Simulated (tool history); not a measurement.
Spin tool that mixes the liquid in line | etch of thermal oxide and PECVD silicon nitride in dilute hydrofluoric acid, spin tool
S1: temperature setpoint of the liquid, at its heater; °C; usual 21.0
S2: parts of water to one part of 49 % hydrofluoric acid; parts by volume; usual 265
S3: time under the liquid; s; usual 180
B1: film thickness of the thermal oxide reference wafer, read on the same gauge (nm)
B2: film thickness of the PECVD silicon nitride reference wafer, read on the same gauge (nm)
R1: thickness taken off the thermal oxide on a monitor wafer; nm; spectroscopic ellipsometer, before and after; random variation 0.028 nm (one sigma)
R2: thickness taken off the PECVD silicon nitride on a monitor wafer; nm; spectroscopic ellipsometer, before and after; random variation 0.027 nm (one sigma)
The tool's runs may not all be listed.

run	hour	S1	S2	S3	B1	B2	R1	R2
1	0.0	21.0	265	180	100.008	150.016	2.145	1.169
2	70.5	21.0	265	180	100.018	149.991	2.142	1.127
# hour 80.1: hydrofluoric acid flow meter replaced
3	119.3	24.0	265	180	99.979	149.999	2.644	1.522
4	193.4	21.0	340	95	99.982	150.011	0.878	0.490
5	264.4	21.0	265	180	99.991	149.990	2.219	1.191
6	304.3	21.0	265	180	99.996	150.015	2.279	1.214
7	407.9	21.0	265	180	99.998	150.012	2.241	1.153
8	604.4	17.0	210	180	99.990	150.005	2.508	1.136
9	710.1	24.5	165	265	100.001	150.004	6.514	3.264
# hour 719.5: hydrofluoric acid flow meter replaced
10	795.7	21.0	265	250	100.003	149.996	2.718	1.519
# hour 879.0: gauge calibrated
# hour 885.7: thermometer replaced
11	896.0	21.0	265	180	99.993	149.976	1.953	1.068
# hour 961.1: hydrofluoric acid flow meter replaced, repeated, since the last time left the tool worse
12	977.1	21.0	265	140	99.988	149.982	1.831	0.934
13	1047.0	22.5	195	180	99.984	150.002	3.606	1.815
14	1134.2	21.0	345	140	100.005	149.986	1.281	0.734

Forecast each of these 4 alternatives for the next run:
A	1134.7	21.0	265	180	?	?	?	?
B	1134.7	17.0	175	180	?	?	?	?
C	1134.7	25.5	325	105	?	?	?	?
D	1134.7	24.0	185	90	?	?	?	?

run	B1	B2	R1	R2
A	100.003	149.989	2.263	1.199
B	100.003	149.989	3.202	1.377
C	100.003	149.989	1.188	0.754
D	100.003	149.989	1.966	1.033
Without the tool's hidden state the same runs would have given:
run	R1	R2
A	2.325	1.225
B	3.283	1.405
C	1.223	0.771
D	2.018	1.055

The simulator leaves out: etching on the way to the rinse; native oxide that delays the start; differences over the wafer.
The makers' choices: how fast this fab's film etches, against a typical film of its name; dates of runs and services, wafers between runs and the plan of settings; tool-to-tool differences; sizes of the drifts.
